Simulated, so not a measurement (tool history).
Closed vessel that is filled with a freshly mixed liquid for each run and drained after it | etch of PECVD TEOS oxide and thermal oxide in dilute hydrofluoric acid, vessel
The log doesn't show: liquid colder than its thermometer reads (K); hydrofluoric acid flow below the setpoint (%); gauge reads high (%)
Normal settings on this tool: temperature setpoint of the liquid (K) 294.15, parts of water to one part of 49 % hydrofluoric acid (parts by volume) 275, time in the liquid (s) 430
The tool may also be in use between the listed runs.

run   hour  temperature setpoint of the liquid (K)  parts of water to one part of 49 % hydrofluoric acid (parts by volume)  time in the liquid (s)  wafers since the last listed run  hours since the thermometer was replaced  hours since the hydrofluoric acid flow meter was replaced  hours since the gauge calibration  read-back film thickness of the PECVD TEOS oxide reference wafer, read on the same gauge (nm)  read-back film thickness of the thermal oxide reference wafer, read on the same gauge (nm)  thickness taken off the PECVD TEOS oxide on a monitor wafer (angstrom)  thickness taken off the thermal oxide on a monitor wafer (angstrom)
  1      0                                  296.65                                                                     275                     430                                 0                                    2434.4                                                     1175.3                              382.6                                                                                          69.98                                                                                       89.98                                                                   188.3                                                                 51.5
  2   23.1                                  296.65                                                                     275                     430                              1214                                    2457.5                                                     1198.4                              405.7                                                                                          70.02                                                                                       90.01                                                                     188                                                                 51.3
  3   42.4                                  294.15                                                                     275                     430                              1014                                    2476.8                                                     1217.7                                425                                                                                             70                                                                                       89.99                                                                     170                                                                 45.9
  4   64.3                                  294.15                                                                     275                     430                              1151                                    2498.7                                                     1239.6                              446.9                                                                                             70                                                                                          90                                                                   170.8                                                                 46.8
      78.9  -- hydrofluoric acid flow meter replaced
  5   91.4                                  294.15                                                                     275                     430                              1371                                    2525.8                                                       12.5                                474                                                                                          70.01                                                                                       90.01                                                                   181.3                                                                 49.8
  6  105.1                                  294.15                                                                     175                     430                               720                                    2539.5                                                       26.2                              487.7                                                                                             70                                                                                       90.03                                                                   313.8                                                                 85.4
  7  123.6                                  294.15                                                                     275                     430                               972                                      2558                                                       44.7                              506.2                                                                                             70                                                                                          90                                                                   182.4                                                                 50.4
  8  143.7                                  297.65                                                                     395                     430                              1056                                    2578.1                                                       64.8                              526.3                                                                                          70.01                                                                                       89.98                                                                   130.5                                                                 35.6
  9  158.3                                  294.15                                                                     275                     430                               767                                    2592.7                                                       79.4                              540.9                                                                                          69.99                                                                                       90.01                                                                     181                                                                 49.4
     184.7  -- thermometer replaced
 10    189                                  294.15                                                                     230                     215                              1561                                       4.3                                                      110.1                              571.6                                                                                          70.01                                                                                       89.98                                                                   126.8                                                                 35.2
 11  208.3                                  295.65                                                                     355                     660                              1014                                      23.6                                                      129.4                              590.9                                                                                          69.99                                                                                          90                                                                   236.9                                                                 64.9
 12  229.4                                  294.15                                                                     275                     250                              1109                                      44.7                                                      150.5                                612                                                                                             70                                                                                       89.98                                                                   117.8                                                                 32.8
     248.3  -- gauge calibrated
 13  250.5                                  297.65                                                                     200                     660                              1109                                      65.8                                                      171.6                                2.2                                                                                             70                                                                                          90                                                                   528.5                                                                144.1
 14  280.7                                  294.15                                                                     215                     180                              1587                                        96                                                      201.8                               32.4                                                                                             70                                                                                       89.98                                                                   116.3                                                                 31.5
 15  315.6                                  294.15                                                                     275                     660                              1834                                     130.9                                                      236.7                               67.3                                                                                          69.98                                                                                          90                                                                   309.3                                                                 84.9
 16  335.9                                  294.15                                                                     170                     665                              1067                                     151.2                                                        257                               87.6                                                                                          69.99                                                                                          90                                                                     559                                                                  154
 17  357.8                                  292.65                                                                     275                     430                              1151                                     173.1                                                      278.9                              109.5                                                                                          69.99                                                                                       89.98                                                                   188.4                                                                 51.8
 18  377.1                                  297.65                                                                     135                     330                              1014                                     192.4                                                      298.2                              128.8                                                                                             70                                                                                       89.98                                                                   412.4                                                                112.9
 19  393.3                                  299.15                                                                     215                     430                               851                                     208.6                                                      314.4                                145                                                                                          70.01                                                                                          90                                                                   325.6                                                                 89.6
 20    482                                  294.15                                                                     175                     640                              4662                                     297.3                                                      403.1                              233.7                                                                                          69.99                                                                                       89.98                                                                   509.8                                                                140.1

Run 21, settings as shown, results not yet in. Your forecast:
 21  496.9                                  294.15                                                                     275                     430                               783                                     312.2                                                        418                              248.6                                                                                              ?                                                                                           ?                                                                       ?                                                                    ?

{"run 21": {"read-back film thickness of the PECVD TEOS oxide reference wafer, read on the same gauge (nm)": 70.02, "read-back film thickness of the thermal oxide reference wafer, read on the same gauge (nm)": 90, "thickness taken off the PECVD TEOS oxide on a monitor wafer (angstrom)": 198.3, "thickness taken off the thermal oxide on a monitor wafer (angstrom)": 54}}
Take away the tool's hidden state, keep the run-to-run variation as it was, and the same run would have given thickness taken off the PECVD TEOS oxide on a monitor wafer (angstrom) 207.7, thickness taken off the thermal oxide on a monitor wafer (angstrom) 56.5.
